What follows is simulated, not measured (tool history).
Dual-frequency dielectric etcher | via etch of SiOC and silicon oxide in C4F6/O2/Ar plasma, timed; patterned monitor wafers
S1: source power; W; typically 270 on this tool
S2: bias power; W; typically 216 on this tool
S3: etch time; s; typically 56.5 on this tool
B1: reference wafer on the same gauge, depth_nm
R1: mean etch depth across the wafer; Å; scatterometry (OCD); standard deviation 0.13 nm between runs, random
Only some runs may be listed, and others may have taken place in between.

run	hour	S1	S2	S3	B1	R1
1	0.0	270	176	56.5	51.7	565
# hour 87.7: gauge calibrated
2	90.3	270	176	56.5	51.7	567
3	173.0	270	176	56.5	51.7	571
# hour 226.5: wet clean of the chamber
4	227.0	270	216	56.5	51.7	606
5	291.7	270	216	56.5	51.7	606
6	370.3	270	251	48.0	51.7	549
7	449.3	270	251	48.0	51.7	549
# hour 511.6: source power generator calibrated
# hour 591.6: bias power generator calibrated
8	622.1	270	216	56.5	51.7	613
# hour 683.6: wet clean of the chamber
# hour 706.3: upper electrode replaced
9	706.8	270	216	56.5	51.7	621
10	742.0	270	186	50.0	51.7	523
11	791.0	230	216	68.0	51.7	707
12	892.4	270	199	65.0	51.7	701
# hour 920.5: wet clean of the chamber, repeated, since the last time left the tool worse
13	963.3	300	250	68.5	51.6	811
14	1051.2	210	181	48.5	51.7	444
15	1153.0	270	216	56.5	51.7	611
# hour 1160.7: gauge calibrated
16	1213.2	270	216	56.5	51.7	614
17	1369.9	270	251	48.0	51.7	554
# hour 1473.3: wet clean of the chamber
18	1576.1	310	252	47.0	51.7	565
19	1629.3	270	216	50.0	51.6	540

Each run again, without the hidden state but with its own random variation kept:
Unlogged tool condition in this case: etch rate over this chamber's usual, %; source power that arrives over what is set, %; bias power that arrives over what is set, %; gauge reads high (%).
run	R1
1	561
2	561
3	563
4	606
5	604
6	546
7	544
8	604
9	604
10	508
11	686
12	678
13	809
14	442
15	606
16	607
17	545
18	563
19	537
